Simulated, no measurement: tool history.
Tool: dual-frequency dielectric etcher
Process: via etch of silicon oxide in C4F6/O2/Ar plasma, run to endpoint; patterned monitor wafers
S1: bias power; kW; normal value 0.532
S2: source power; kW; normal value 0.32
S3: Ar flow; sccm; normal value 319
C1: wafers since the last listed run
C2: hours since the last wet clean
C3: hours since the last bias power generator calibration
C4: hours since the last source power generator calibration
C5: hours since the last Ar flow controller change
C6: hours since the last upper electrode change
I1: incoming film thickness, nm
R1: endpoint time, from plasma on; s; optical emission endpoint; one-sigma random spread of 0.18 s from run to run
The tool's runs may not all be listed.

run 1 hour=0 | S1=0.493 S2=0.32 S3=319 | C1=0 C2=39.3 C3=4475.9 C4=2875.1 C5=4754.6 C6=4284.7 | I1=164.2 | R1=42.3
run 2 hour=92.8 | S1=0.493 S2=0.32 S3=319 | C1=1262 C2=132.1 C3=4568.7 C4=2967.9 C5=4847.4 C6=4377.5 | I1=163.5 | R1=42.3
run 3 hour=114.6 | S1=0.493 S2=0.32 S3=319 | C1=296 C2=153.9 C3=4590.5 C4=2989.7 C5=4869.2 C6=4399.3 | I1=163.3 | R1=42.5
run 4 hour=137.2 | S1=0.532 S2=0.32 S3=319 | C1=307 C2=176.5 C3=4613.1 C4=3012.3 C5=4891.8 C6=4421.9 | I1=164.7 | R1=40.6
run 5 hour=157.2 | S1=0.532 S2=0.32 S3=319 | C1=272 C2=196.5 C3=4633.1 C4=3032.3 C5=4911.8 C6=4441.9 | I1=164 | R1=40.5
run 6 hour=185.1 | S1=0.532 S2=0.32 S3=319 | C1=379 C2=224.4 C3=4661 C4=3060.2 C5=4939.7 C6=4469.8 | I1=164.8 | R1=40.4
-- hour=196.2 bias power generator calibrated
run 7 hour=215.5 | S1=0.532 S2=0.32 S3=319 | C1=359 C2=254.8 C3=19.3 C4=3090.6 C5=4970.1 C6=4500.2 | I1=166.9 | R1=41.2
-- hour=233.4 Ar flow controller replaced
run 8 hour=233.9 | S1=0.532 S2=0.32 S3=319 | C1=168 C2=273.2 C3=37.7 C4=3109 C5=0.5 C6=4518.6 | I1=162.6 | R1=39.7
run 9 hour=265.7 | S1=0.618 S2=0.32 S3=319 | C1=432 C2=305 C3=69.5 C4=3140.8 C5=32.3 C6=4550.4 | I1=166.7 | R1=37.5
run 10 hour=278.7 | S1=0.532 S2=0.32 S3=256 | C1=176 C2=318 C3=82.5 C4=3153.8 C5=45.3 C6=4563.4 | I1=165.3 | R1=39.6
run 11 hour=305.8 | S1=0.444 S2=0.39 S3=287 | C1=368 C2=345.1 C3=109.6 C4=3180.9 C5=72.4 C6=4590.5 | I1=165 | R1=41.7

Forecast run 12:
-- hour=336.9 wet clean of the chamber
run 12 hour=337.4 | S1=0.493 S2=0.32 S3=319 | C1=103 C2=0.5 C3=141.2 C4=3212.5 C5=104 C6=4622.1 | I1=163.7 | R1=?

R1: 42.1 s
Take away the tool's hidden state, keep the run-to-run variation as it was, and the same run would have given R1 42.1 s.
